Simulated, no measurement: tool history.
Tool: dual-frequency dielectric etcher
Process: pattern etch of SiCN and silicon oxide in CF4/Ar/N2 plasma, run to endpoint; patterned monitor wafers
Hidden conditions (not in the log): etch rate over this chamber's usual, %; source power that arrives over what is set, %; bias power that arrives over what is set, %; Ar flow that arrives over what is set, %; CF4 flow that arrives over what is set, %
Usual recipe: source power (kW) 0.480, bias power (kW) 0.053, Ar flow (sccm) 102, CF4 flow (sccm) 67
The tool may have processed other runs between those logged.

| run | hour | source power (kW) | bias power (kW) | Ar flow (sccm) | CF4 flow (sccm) | wafers since the last listed run | hours since the last wet clean | hours since the last source power generator calibration | hours since the last bias power generator calibration | hours since the last Ar flow controller change | hours since the last CF4 flow controller change | hours since the last upper electrode change | incoming incoming film thickness, nm | endpoint time (s) |
|---|---|---|---|---|---|---|---|---|---|---|---|---|---|---|
| 1 | 0.0 | 0.480 | 0.053 | 102 | 67 | 0 | 85.8 | 3496.7 | 2627.4 | 2653.4 | 2904.2 | 2395.8 | 10.65 | 12.3 |
| 2 | 75.0 | 0.480 | 0.053 | 102 | 67 | 1170 | 160.8 | 3571.7 | 2702.4 | 2728.4 | 2979.2 | 2470.8 | 10.70 | 12.3 |
| 3 | 143.5 | 0.480 | 0.053 | 102 | 67 | 1068 | 229.3 | 3640.2 | 2770.9 | 2796.9 | 3047.7 | 2539.3 | 10.65 | 12.3 |
| 4 | 244.9 | 0.560 | 0.053 | 102 | 67 | 1581 | 330.7 | 3741.6 | 2872.3 | 2898.3 | 3149.1 | 2640.7 | 10.79 | 11.1 |
| 5 | 312.8 | 0.480 | 0.062 | 116 | 67 | 1059 | 398.6 | 3809.5 | 2940.2 | 2966.2 | 3217.0 | 2708.6 | 10.58 | 11.6 |
|  | 360.0 | wet clean of the chamber |
| 6 | 366.8 | 0.480 | 0.053 | 102 | 67 | 468 | 6.8 | 3863.5 | 2994.2 | 3020.2 | 3271.0 | 2762.6 | 10.72 | 12.6 |
| 7 | 445.1 | 0.480 | 0.053 | 102 | 67 | 1221 | 85.1 | 3941.8 | 3072.5 | 3098.5 | 3349.3 | 2840.9 | 10.69 | 12.4 |
| 8 | 512.2 | 0.480 | 0.053 | 102 | 76 | 1046 | 152.2 | 4008.9 | 3139.6 | 3165.6 | 3416.4 | 2908.0 | 10.69 | 12.1 |
|  | 567.0 | CF4 flow controller replaced |
| 9 | 567.5 | 0.480 | 0.053 | 102 | 67 | 769 | 207.5 | 4064.2 | 3194.9 | 3220.9 | 0.5 | 2963.3 | 10.73 | 12.3 |
| 10 | 614.1 | 0.560 | 0.063 | 94 | 75 | 727 | 254.1 | 4110.8 | 3241.5 | 3267.5 | 47.1 | 3009.9 | 10.72 | 10.1 |
| 11 | 713.2 | 0.480 | 0.063 | 102 | 67 | 1546 | 353.2 | 4209.9 | 3340.6 | 3366.6 | 146.2 | 3109.0 | 10.76 | 11.5 |
|  | 726.3 | source power generator calibrated |
| 12 | 807.5 | 0.480 | 0.041 | 121 | 67 | 1408 | 447.5 | 81.2 | 3434.9 | 3460.9 | 240.5 | 3203.3 | 10.65 | 13.7 |
|  | 839.9 | Ar flow controller replaced |
|  | 841.7 | bias power generator calibrated |
|  | 871.1 | upper electrode replaced, of another model than before |
| 13 | 904.2 | 0.480 | 0.053 | 113 | 52 | 1012 | 544.2 | 177.9 | 62.5 | 64.3 | 337.2 | 33.1 | 10.66 | 12.8 |
|  | 935.8 | wet clean of the chamber |
| 14 | 959.2 | 0.480 | 0.053 | 94 | 67 | 483 | 23.4 | 232.9 | 117.5 | 119.3 | 392.2 | 88.1 | 10.72 | 12.3 |
| 15 | 1001.8 | 0.560 | 0.053 | 102 | 79 | 664 | 66.0 | 275.5 | 160.1 | 161.9 | 434.8 | 130.7 | 10.74 | 11.3 |
| 16 | 1082.6 | 0.430 | 0.057 | 77 | 61 | 1260 | 146.8 | 356.3 | 240.9 | 242.7 | 515.6 | 211.5 | 10.67 | 11.8 |
| 17 | 1164.5 | 0.480 | 0.045 | 102 | 67 | 1277 | 228.7 | 438.2 | 322.8 | 324.6 | 597.5 | 293.4 | 10.62 | 13.5 |
| 18 | 1248.4 | 0.480 | 0.053 | 94 | 67 | 1308 | 312.6 | 522.1 | 406.7 | 408.5 | 681.4 | 377.3 | 10.64 | 11.9 |
| 19 | 1303.6 | 0.480 | 0.053 | 102 | 67 | 861 | 367.8 | 577.3 | 461.9 | 463.7 | 736.6 | 432.5 | 10.72 | 12.1 |

Describe how what the log doesn't record of the tool's condition differs between the last listed run preceding each entry between runs and the first listed run following it.
From run 5 to run 6: wet clean of the chamber (hour 360.0)
  etch rate over this chamber's usual, %: 3.06 -> -0.197
  what was measured, less what the result would be without the hidden state, endpoint time (s): -0.4 -> +0.1
From run 8 to run 9: CF4 flow controller replaced (hour 567.0)
  etch rate over this chamber's usual, %: 0.888 -> 1.3
  what was measured, less what the result would be without the hidden state, endpoint time (s): -0.1 -> -0.2
From run 11 to run 12: source power generator calibrated (hour 726.3)
  etch rate over this chamber's usual, %: 2.39 -> 3.09
  what was measured, less what the result would be without the hidden state, endpoint time (s): -0.2 -> -0.5
From run 12 to run 13: Ar flow controller replaced (hour 839.9); bias power generator calibrated (hour 841.7); upper electrode replaced, of another model than before (hour 871.1)
  etch rate over this chamber's usual, %: 3.09 -> 3.81
  what was measured, less what the result would be without the hidden state, endpoint time (s): -0.5 -> -0.5
From run 13 to run 14: wet clean of the chamber (hour 935.8)
  etch rate over this chamber's usual, %: 3.81 -> 0.658
  what was measured, less what the result would be without the hidden state, endpoint time (s): -0.5 -> -0.1
